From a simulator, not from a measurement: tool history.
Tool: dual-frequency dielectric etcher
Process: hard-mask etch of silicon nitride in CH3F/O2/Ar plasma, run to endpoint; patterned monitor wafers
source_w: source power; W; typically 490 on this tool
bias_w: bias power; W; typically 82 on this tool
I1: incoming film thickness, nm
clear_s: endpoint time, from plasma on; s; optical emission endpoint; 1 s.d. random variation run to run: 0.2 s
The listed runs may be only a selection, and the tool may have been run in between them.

run 1 hour=0 | source_w=490 bias_w=82 | I1=54.5 | clear_s=68.2
run 2 hour=23.3 | source_w=490 bias_w=82 | I1=53.8 | clear_s=66.7
run 3 hour=39 | source_w=490 bias_w=93 | I1=54.1 | clear_s=65
run 4 hour=51.2 | source_w=490 bias_w=93 | I1=54.7 | clear_s=66.1
run 5 hour=65.4 | source_w=490 bias_w=82 | I1=54.7 | clear_s=68
run 6 hour=77.5 | source_w=490 bias_w=82 | I1=54.1 | clear_s=67.2
run 7 hour=98.9 | source_w=490 bias_w=82 | I1=54.6 | clear_s=67.8
-- hour=131.4 upper electrode replaced
run 8 hour=131.9 | source_w=490 bias_w=82 | I1=54.8 | clear_s=68
run 9 hour=159.6 | source_w=490 bias_w=82 | I1=54.2 | clear_s=67.7
-- hour=189.9 wet clean of the chamber
run 10 hour=190.4 | source_w=490 bias_w=82 | I1=53.8 | clear_s=68.5
run 11 hour=235.9 | source_w=490 bias_w=82 | I1=53.9 | clear_s=69
run 12 hour=248 | source_w=490 bias_w=82 | I1=54.3 | clear_s=69.1
run 13 hour=279.2 | source_w=490 bias_w=82 | I1=54 | clear_s=68.3
run 14 hour=311.1 | source_w=430 bias_w=90 | I1=54.1 | clear_s=71.4
-- hour=327 source power generator calibrated
run 15 hour=344.2 | source_w=490 bias_w=82 | I1=54.2 | clear_s=67.5
run 16 hour=373.9 | source_w=430 bias_w=72 | I1=53.6 | clear_s=72.7
run 17 hour=398.9 | source_w=540 bias_w=102 | I1=54.1 | clear_s=60.4
-- hour=504.5 bias power generator calibrated
run 18 hour=505 | source_w=550 bias_w=101 | I1=54.2 | clear_s=59.7
run 19 hour=522.6 | source_w=450 bias_w=72 | I1=54.1 | clear_s=71.4
run 20 hour=552.7 | source_w=490 bias_w=99 | I1=54.2 | clear_s=63.8
run 21 hour=571.4 | source_w=550 bias_w=87 | I1=54.3 | clear_s=62
run 22 hour=597.8 | source_w=520 bias_w=90 | I1=54.1 | clear_s=63.1
run 23 hour=623 | source_w=490 bias_w=82 | I1=54.2 | clear_s=66.6
run 24 hour=648.3 | source_w=590 bias_w=99 | I1=54.3 | clear_s=58.4
run 25 hour=676 | source_w=410 bias_w=91 | I1=54.2 | clear_s=70.7
run 26 hour=710.5 | source_w=520 bias_w=75 | I1=54.9 | clear_s=66.1
-- hour=754.9 wet clean of the chamber
run 27 hour=755.4 | source_w=520 bias_w=90 | I1=54.6 | clear_s=64.9
run 28 hour=771.8 | source_w=560 bias_w=91 | I1=54.2 | clear_s=62.2
run 29 hour=787.3 | source_w=600 bias_w=97 | I1=54.4 | clear_s=59.7
run 30 hour=814.5 | source_w=490 bias_w=82 | I1=54.5 | clear_s=68
run 31 hour=839.1 | source_w=560 bias_w=93 | I1=54.4 | clear_s=62
run 32 hour=860.1 | source_w=550 bias_w=102 | I1=54.2 | clear_s=60.6
run 33 hour=892.2 | source_w=600 bias_w=71 | I1=54.6 | clear_s=63.7
run 34 hour=920.1 | source_w=490 bias_w=67 | I1=54.1 | clear_s=70.3
run 35 hour=941.7 | source_w=490 bias_w=82 | I1=53.8 | clear_s=66.7
run 36 hour=963.9 | source_w=490 bias_w=95 | I1=54.3 | clear_s=64.9

How would selected steps in clear_s from run to run divide? Give the signed amount a tool lacking its hidden state would still show from settings, what came in and random variation, and the signed amount left for the hidden state, including any gauge scatter that is not in both of the compared results.
The hidden state here: etch rate over this chamber's usual, %; source power that arrives over what is set, %; bias power that arrives over what is set, %.
Run 9 -> 10: wet clean of the chamber. clear_s +0.8 s: hidden state +1.8, all else -1.
Run 14 -> 15: source_w 430 -> 490, bias_w 90 -> 82, source power generator calibrated. clear_s -3.9 s: hidden state -1.4, all else -2.5.
Run 16 -> 17: source_w 430 -> 540, bias_w 72 -> 102. clear_s -12.3 s: hidden state -0.1, all else -12.2.
Run 18 -> 19: source_w 550 -> 450, bias_w 101 -> 72. clear_s +11.7 s: hidden state -0.2, all else +11.9.
Run 24 -> 25: source_w 590 -> 410, bias_w 99 -> 91. clear_s +12.3 s: hidden state -0.4, all else +12.7.
Run 26 -> 27: bias_w 75 -> 90, wet clean of the chamber. clear_s -1.2 s: hidden state +1.8, all else -3.
